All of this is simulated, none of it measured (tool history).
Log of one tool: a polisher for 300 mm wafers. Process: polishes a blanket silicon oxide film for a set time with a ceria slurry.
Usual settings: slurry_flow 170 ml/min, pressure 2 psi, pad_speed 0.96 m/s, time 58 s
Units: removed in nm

| run | hour | slurry_flow | pressure | pad_speed | time | incoming thickness of the incoming film, nm | removed |
|---|---|---|---|---|---|---|---|
| 1 | 0 | 170 | 2 | 0.96 | 67 | 1125.7 | 146.3 |
| 2 | 206.1 | 170 | 2 | 0.96 | 67 | 1132.3 | 139.8 |
|  | 275 | worn pad replaced by a new one |
|  | 288.1 | slurry nozzle cleaned |
| 3 | 306.6 | 140 | 1.5 | 0.96 | 58 | 1133.2 | 94.8 |
| 4 | 410.3 | 140 | 1.5 | 0.96 | 58 | 1138.2 | 95.1 |
| 5 | 491.6 | 170 | 2 | 0.96 | 58 | 1154.6 | 132.9 |
|  | 531.5 | head pressure recalibrated |
| 6 | 553.7 | 120 | 2 | 0.86 | 58 | 1130.4 | 107.8 |
| 7 | 634.1 | 120 | 2 | 0.86 | 58 | 1130.2 | 107 |
| 8 | 728.4 | 170 | 2 | 0.96 | 58 | 1119.2 | 127.7 |
| 9 | 799 | 170 | 2 | 0.96 | 58 | 1141.2 | 125.2 |
| 10 | 879.1 | 170 | 2 | 0.96 | 58 | 1134.2 | 122.9 |
|  | 906.7 | slurry nozzle cleaned |
| 11 | 926.8 | 170 | 2 | 0.96 | 58 | 1136.5 | 119.9 |
|  | 943.7 | worn pad replaced by a new one |
| 12 | 1008.6 | 195 | 2 | 0.96 | 58 | 1133.7 | 136.1 |
| 13 | 1113.1 | 170 | 2 | 0.96 | 58 | 1117 | 134.5 |
| 14 | 1154.1 | 170 | 2 | 0.96 | 66 | 1147.6 | 151.1 |
| 15 | 1233.4 | 170 | 2 | 0.96 | 66 | 1119.2 | 149.6 |
| 16 | 1317.4 | 170 | 2 | 1.18 | 58 | 1142.7 | 155.9 |
| 17 | 1367.4 | 170 | 2 | 1.18 | 58 | 1122.6 | 158.8 |
| 18 | 1438.9 | 170 | 2 | 0.96 | 66 | 1132.5 | 144.6 |
| 19 | 1532.4 | 170 | 2.3 | 0.64 | 75 | 1137.3 | 124 |
|  | 1571.6 | worn pad replaced by a new one, of another model than before |
|  | 1604 | head pressure recalibrated |
|  | 1636.3 | slurry nozzle cleaned |
| 20 | 1810.5 | 155 | 2.3 | 0.76 | 75 | 1118.8 | 161.5 |
| 21 | 1919.9 | 185 | 2 | 1.16 | 58 | 1140.8 | 148.5 |
| 22 | 2148 | 170 | 2 | 0.96 | 58 | 1154.9 | 123.6 |
| 23 | 2215.4 | 170 | 2 | 0.96 | 58 | 1134.6 | 123.1 |
|  | 2221 | worn pad replaced by a new one |
|  | 2364.8 | slurry nozzle cleaned |
| 24 | 2386.1 | 215 | 2 | 0.96 | 58 | 1140.2 | 136.3 |
| 25 | 2422.6 | 170 | 2 | 0.96 | 58 | 1149.1 | 131 |
|  | 2459.9 | head pressure recalibrated |
| 26 | 2489.8 | 170 | 2 | 0.86 | 45 | 1140.4 | 94.9 |
| 27 | 2579.4 | 195 | 2 | 0.96 | 72 | 1146.6 | 163.1 |
| 28 | 2635.3 | 210 | 2 | 0.96 | 58 | 1124.6 | 129.7 |
|  | 2909.1 | worn pad replaced by a new one |
| 29 | 2909.6 | 170 | 1.8 | 0.96 | 67 | 1139.4 | 141.1 |
|  | 2951.3 | slurry nozzle cleaned |
| 30 | 3004.4 | 170 | 2 | 0.96 | 58 | 1151.3 | 132.9 |
| 31 | 3071.9 | 200 | 2 | 0.96 | 58 | 1138.6 | 134.5 |
| 32 | 3126.5 | 170 | 2 | 0.96 | 58 | 1153.9 | 130.5 |
| 33 | 3188.1 | 170 | 2 | 0.96 | 72 | 1142.4 | 161.7 |
| 34 | 3249.2 | 170 | 2 | 0.96 | 58 | 1149.9 | 128.7 |

Forecast each of these 4 alternatives for the next run:
| A | 3249.6 | 225 | 2 | 0.96 | 58 | 1139.8 | ? |
| B | 3249.6 | 170 | 2.7 | 0.96 | 50 | 1139.8 | ? |
| C | 3249.6 | 120 | 2 | 0.96 | 58 | 1139.8 | ? |
| D | 3249.6 | 170 | 2 | 0.96 | 48 | 1139.8 | ? |

| run | removed |
|---|---|
| A | 133.1 |
| B | 141.1 |
| C | 125.2 |
| D | 107.3 |
Without the tool's hidden state the same runs would have given:
| run | removed |
|---|---|
| A | 137.6 |
| B | 145.9 |
| C | 129.5 |
| D | 110.9 |
